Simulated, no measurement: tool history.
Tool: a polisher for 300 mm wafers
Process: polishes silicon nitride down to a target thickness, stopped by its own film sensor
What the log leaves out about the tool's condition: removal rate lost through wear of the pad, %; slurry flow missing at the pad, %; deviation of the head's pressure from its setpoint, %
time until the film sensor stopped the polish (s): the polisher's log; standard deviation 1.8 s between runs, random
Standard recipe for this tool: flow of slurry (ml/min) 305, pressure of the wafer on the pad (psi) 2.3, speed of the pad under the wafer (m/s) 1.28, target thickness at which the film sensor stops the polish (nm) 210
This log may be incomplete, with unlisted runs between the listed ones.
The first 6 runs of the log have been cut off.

run     day  flow of slurry (ml/min)  pressure of the wafer on the pad (psi)  speed of the pad under the wafer (m/s)  target thickness at which the film sensor stops the polish (nm)  wafers since the last listed run  wafers polished on this pad  hours since the slurry nozzle was cleaned  hours since the head pressure was calibrated  incoming thickness of the incoming film, nm  time until the film sensor stopped the polish (s)
  7   5.321                      305                                     2.3                                    1.28                                                              210                               114                          791                                      106.8                                         986.1                                        375.8                                              175.6
      7.138  -- worn pad replaced by a new one
  8   8.817                      305                                     2.3                                    1.28                                                              210                               470                          237                                      190.7                                        1070.0                                        372.0                                              171.7
  9   9.912                      305                                     2.3                                    1.28                                                              210                               154                          392                                      217.0                                        1096.3                                        369.1                                              170.1
 10  10.788                      305                                     2.3                                    1.28                                                              210                               123                          515                                      238.0                                        1117.3                                        367.6                                              166.7
 11  11.717                      305                                     2.3                                    1.28                                                              210                               131                          647                                      260.3                                        1139.6                                        376.8                                              173.5
 12  12.412                      305                                     2.3                                    1.28                                                              210                                98                          745                                      277.0                                        1156.3                                        373.7                                              171.6
 13  13.704                      305                                     2.3                                    1.28                                                              210                               182                          927                                      308.0                                        1187.3                                        370.6                                              167.8
 14  14.250                      305                                     2.3                                    1.28                                                              210                                77                         1005                                      321.1                                        1200.4                                        372.3                                              171.0
     14.846  -- worn pad replaced by a new one
 15  14.862                      305                                     2.3                                    1.28                                                              210                                62                            2                                      335.8                                        1215.1                                        368.0                                              165.8
 16  15.396                      305                                     1.7                                    1.28                                                              210                                75                           77                                      348.6                                        1227.9                                        370.2                                              227.0
 17  16.729                      255                                     2.3                                    1.28                                                              210                               188                          266                                      380.6                                        1259.9                                        372.6                                              173.6
 18  18.175                      305                                     2.3                                    1.10                                                              210                               204                          470                                      415.3                                        1294.6                                        373.8                                              193.6
     18.725  -- head pressure recalibrated
 19  19.642                      270                                     2.3                                    1.54                                                              210                               195                          666                                      450.5                                          22.0                                        368.9                                              145.5

Run 20 has not been measured yet. What should we expect?
 20  20.142                      305                                     2.3                                    1.28                                                              210                                70                          736                                      462.5                                          34.0                                        369.3                                                  ?

For run 20 the tool returned time until the film sensor stopped the polish (s) 170.0.
Take away the tool's hidden state, keep the run-to-run variation as it was, and the same run would have given time until the film sensor stopped the polish (s) 170.0.

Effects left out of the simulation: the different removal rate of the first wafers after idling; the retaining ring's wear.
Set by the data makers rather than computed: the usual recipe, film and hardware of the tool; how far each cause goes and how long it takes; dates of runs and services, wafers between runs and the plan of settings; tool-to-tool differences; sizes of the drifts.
